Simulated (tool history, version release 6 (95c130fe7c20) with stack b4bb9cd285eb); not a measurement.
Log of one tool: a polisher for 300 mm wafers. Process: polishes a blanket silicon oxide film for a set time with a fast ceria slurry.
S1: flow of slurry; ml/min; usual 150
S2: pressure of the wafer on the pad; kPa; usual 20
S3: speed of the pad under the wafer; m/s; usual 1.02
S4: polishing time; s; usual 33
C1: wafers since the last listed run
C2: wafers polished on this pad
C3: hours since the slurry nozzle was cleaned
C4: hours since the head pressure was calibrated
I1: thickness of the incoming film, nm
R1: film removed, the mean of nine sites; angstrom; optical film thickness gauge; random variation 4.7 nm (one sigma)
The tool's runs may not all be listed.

run   hour   S1    S2    S3  S4   C1    C2     C3     C4      I1    R1
  1      0  150    20  1.02  33    0   547  571.5  268.4  1588.4  4841
  2   14.1  180    20  1.02  33  157   704  585.6  282.5  1624.3  4938
  3   24.2  180    20  1.02  33  112   816  595.7  292.6  1607.2  4984
  4   40.6  150    20  0.86  33  182   999  612.1    309  1569.9  4266
  5   50.5  150    20  0.86  33  110  1109    622  318.9  1593.2  4186
      65.6  -- worn pad replaced by a new one
  6   66.1  150    20  1.02  33  129     5  637.6  334.5    1597  4732
  7   82.8  150    20  1.02  33  186   191  654.3  351.2  1610.7  4848
  8   95.2  150    20  1.02  33  138   329  666.7  363.6  1596.6  4798
  9  102.5  150    20  1.02  33   81   410    674  370.9  1580.2  4783
 10  116.9  150    20  1.02  33  160   571  688.4  385.3  1599.6  4761
 11  125.4  165    20  1.02  33   94   665  696.9  393.8  1590.5  4933
 12  140.2  165    20  1.02  33  164   830  711.7  408.6  1571.6  4934
     154.1  -- worn pad replaced by a new one
 13  155.8  150    20  1.02  33  129    19  727.3  424.2  1590.7  4797
 14  167.1  150    20  1.02  33  125   145  738.6  435.5  1626.2  4851
 15  179.8  150    20  1.02  33  141   286  751.3  448.2  1612.7  4842
 16  197.5  150    20  1.02  33  197   483    769  465.9    1596  4853
     212.6  -- slurry nozzle cleaned
 17  213.1  150    20  1.02  33  162   646    0.5  481.5    1589  5205
 18  226.8  150    20  1.02  33  152   799   14.2  495.2  1590.5  5239
 19  236.1  150    20  1.02  33  103   902   23.5  504.5    1577  5197
     239.5  -- head pressure recalibrated
 20  245.8  150    20  1.02  33   85   988   33.2    6.3  1599.8  5162
 21  256.3  150  17.9  1.02  33  116  1105   43.7   16.8  1603.5  4660
     265.6  -- worn pad replaced by a new one
 22  294.2  130    20  1.02  33  377   319   81.6   54.7  1600.7  5122
 23  307.9  150    20  0.82  26  152   471   95.3   68.4  1603.6  3447
 24  316.1  130    20  1.02  25   91   563  103.5   76.6  1577.2  3751
 25  331.8  130    20   0.8  33  174   737  119.2   92.3  1605.5  4161
 26    341  150    20  1.02  33  102   840  128.4  101.5  1591.7  5050
 27  348.7  135  13.1  1.18  33   85   926  136.1  109.2  1591.8  3702
 28  359.1  125    20  1.32  45  115  1042  146.5  119.6  1602.4  8100
     364.3  -- worn pad replaced by a new one
 29  367.3  150  14.5  1.02  33   46    33  154.7  127.8  1587.9  3724
 30  385.3  200  24.8  0.88  39  200   233  172.7  145.8  1603.6  6987
 31    393  150    20  1.02  43   85   319  180.4  153.5  1633.9  6558
 32  445.6  150    20  1.02  33  585   905    233  206.1  1595.5  4989
       462  -- worn pad replaced by a new one
 33  462.9  180    20   0.9  33  148     9  250.3  223.4  1615.2  4670
 34  473.5  175    20   1.3  33  118   127  260.9    234  1589.8  6115
 35  485.3  150    20   1.3  44  131   259  272.7  245.8  1592.2  7946
 36  501.7  115    20   1.2  21  182   442  289.1  262.2    1595  3432
 37  516.8  170  15.2  1.12  40  168   610  304.2  277.3    1588  5011

What the log doesn't show, run by run:
removal rate lost through wear of the pad, %: 0 in every run
deviation of the head's pressure from its setpoint, %: 0 in every run
H1: slurry flow missing at the pad, %
run    H1
  1    42
  2  42.2
  3  42.4
  4  42.7
  5  42.8
  6    43
  7  43.2
  8  43.4
  9  43.5
 10  43.6
 11  43.7
 12  43.9
 13    44
 14  44.1
 15  44.3
 16  44.4
 17  1.31
 18  3.51
 19  4.95
 20  6.38
 21  7.88
 22  12.8
 23  14.4
 24  15.3
 25    17
 26  17.9
 27  18.7
 28  19.7
 29  20.4
 30    22
 31  22.6
 32  26.5
 33  27.6
 34  28.3
 35  28.9
 36  29.8
 37  30.6

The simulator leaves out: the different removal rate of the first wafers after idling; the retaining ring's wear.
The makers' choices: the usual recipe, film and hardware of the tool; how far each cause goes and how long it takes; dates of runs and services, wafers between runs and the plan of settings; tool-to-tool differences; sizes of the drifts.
